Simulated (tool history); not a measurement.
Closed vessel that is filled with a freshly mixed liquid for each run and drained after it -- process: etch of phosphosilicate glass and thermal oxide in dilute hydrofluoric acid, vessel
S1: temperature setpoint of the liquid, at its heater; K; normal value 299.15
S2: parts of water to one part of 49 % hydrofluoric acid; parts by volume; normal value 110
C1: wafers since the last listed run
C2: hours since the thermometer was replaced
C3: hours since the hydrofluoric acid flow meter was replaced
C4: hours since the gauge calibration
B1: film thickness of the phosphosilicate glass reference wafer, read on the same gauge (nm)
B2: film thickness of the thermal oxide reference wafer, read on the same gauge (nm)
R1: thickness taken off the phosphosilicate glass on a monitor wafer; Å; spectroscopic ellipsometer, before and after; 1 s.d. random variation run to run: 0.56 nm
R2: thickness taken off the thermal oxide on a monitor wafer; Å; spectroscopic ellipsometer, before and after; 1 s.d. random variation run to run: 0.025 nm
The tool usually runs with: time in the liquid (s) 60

run 1 hour=0.0 | S1=299.15 S2=145 time_in_the_liquid_(s)=60 | C1=0 C2=450.0 C3=280.0 C4=64.8 | B1=140.04 B2=139.997 | R1=494.6 R2=16.33
run 2 hour=13.3 | S1=302.65 S2=110 time_in_the_liquid_(s)=85 | C1=1087 C2=463.3 C3=293.3 C4=78.1 | B1=140.00 B2=140.002 | R1=1106.0 R2=36.68
run 3 hour=26.0 | S1=302.65 S2=110 time_in_the_liquid_(s)=85 | C1=1038 C2=476.0 C3=306.0 C4=90.8 | B1=139.99 B2=140.012 | R1=1075.3 R2=36.67
run 4 hour=37.1 | S1=301.15 S2=110 time_in_the_liquid_(s)=60 | C1=907 C2=487.1 C3=317.1 C4=101.9 | B1=139.99 B2=140.016 | R1=741.2 R2=24.62
run 5 hour=52.9 | S1=301.15 S2=110 time_in_the_liquid_(s)=60 | C1=1292 C2=502.9 C3=332.9 C4=117.7 | B1=140.01 B2=140.011 | R1=731.9 R2=24.65
run 6 hour=67.4 | S1=299.15 S2=110 time_in_the_liquid_(s)=75 | C1=1185 C2=517.4 C3=347.4 C4=132.2 | B1=140.01 B2=139.999 | R1=838.0 R2=28.21
run 7 hour=82.1 | S1=299.15 S2=110 time_in_the_liquid_(s)=60 | C1=1202 C2=532.1 C3=362.1 C4=146.9 | B1=140.01 B2=140.004 | R1=672.6 R2=21.96
run 8 hour=91.7 | S1=299.15 S2=110 time_in_the_liquid_(s)=60 | C1=785 C2=541.7 C3=371.7 C4=156.5 | B1=139.99 B2=139.983 | R1=667.4 R2=22.72
run 9 hour=108.5 | S1=299.15 S2=110 time_in_the_liquid_(s)=60 | C1=1373 C2=558.5 C3=388.5 C4=173.3 | B1=139.99 B2=140.019 | R1=667.7 R2=22.36
run 10 hour=159.0 | S1=299.15 S2=110 time_in_the_liquid_(s)=60 | C1=4129 C2=609.0 C3=439.0 C4=223.8 | B1=140.00 B2=139.998 | R1=664.0 R2=22.33
-- hour=159.5 gauge calibrated
run 11 hour=166.1 | S1=302.15 S2=70 time_in_the_liquid_(s)=30 | C1=580 C2=616.1 C3=446.1 C4=6.6 | B1=139.99 B2=139.988 | R1=619.6 R2=20.23
run 12 hour=178.9 | S1=301.65 S2=110 time_in_the_liquid_(s)=80 | C1=1046 C2=628.9 C3=458.9 C4=19.4 | B1=139.96 B2=139.988 | R1=971.3 R2=32.30
run 13 hour=190.6 | S1=299.15 S2=110 time_in_the_liquid_(s)=60 | C1=956 C2=640.6 C3=470.6 C4=31.1 | B1=140.02 B2=139.996 | R1=665.0 R2=21.77
-- hour=196.8 thermometer replaced
run 14 hour=206.1 | S1=297.65 S2=110 time_in_the_liquid_(s)=60 | C1=1185 C2=9.3 C3=486.1 C4=46.6 | B1=140.01 B2=140.002 | R1=679.1 R2=23.02
-- hour=235.3 hydrofluoric acid flow meter replaced
run 15 hour=247.7 | S1=300.65 S2=90 time_in_the_liquid_(s)=75 | C1=3320 C2=50.9 C3=12.4 C4=88.2 | B1=140.03 B2=140.007 | R1=1205.1 R2=39.57
run 16 hour=255.8 | S1=299.15 S2=110 time_in_the_liquid_(s)=60 | C1=662 C2=59.0 C3=20.5 C4=96.3 | B1=140.01 B2=139.992 | R1=723.4 R2=24.18

What will run 17 give?
run 17 hour=266.7 | S1=295.15 S2=85 time_in_the_liquid_(s)=70 | C1=891 C2=69.9 C3=31.4 C4=107.2 | B1=? B2=? | R1=? R2=?

{"run 17": {"B1": 140.0, "B2": 140.009, "R1": 945.4, "R2": 31.8}}
On a tool with no hidden condition, and with the same random variation, this run would have come out at R1 955.9 Å, R2 32.16 Å.
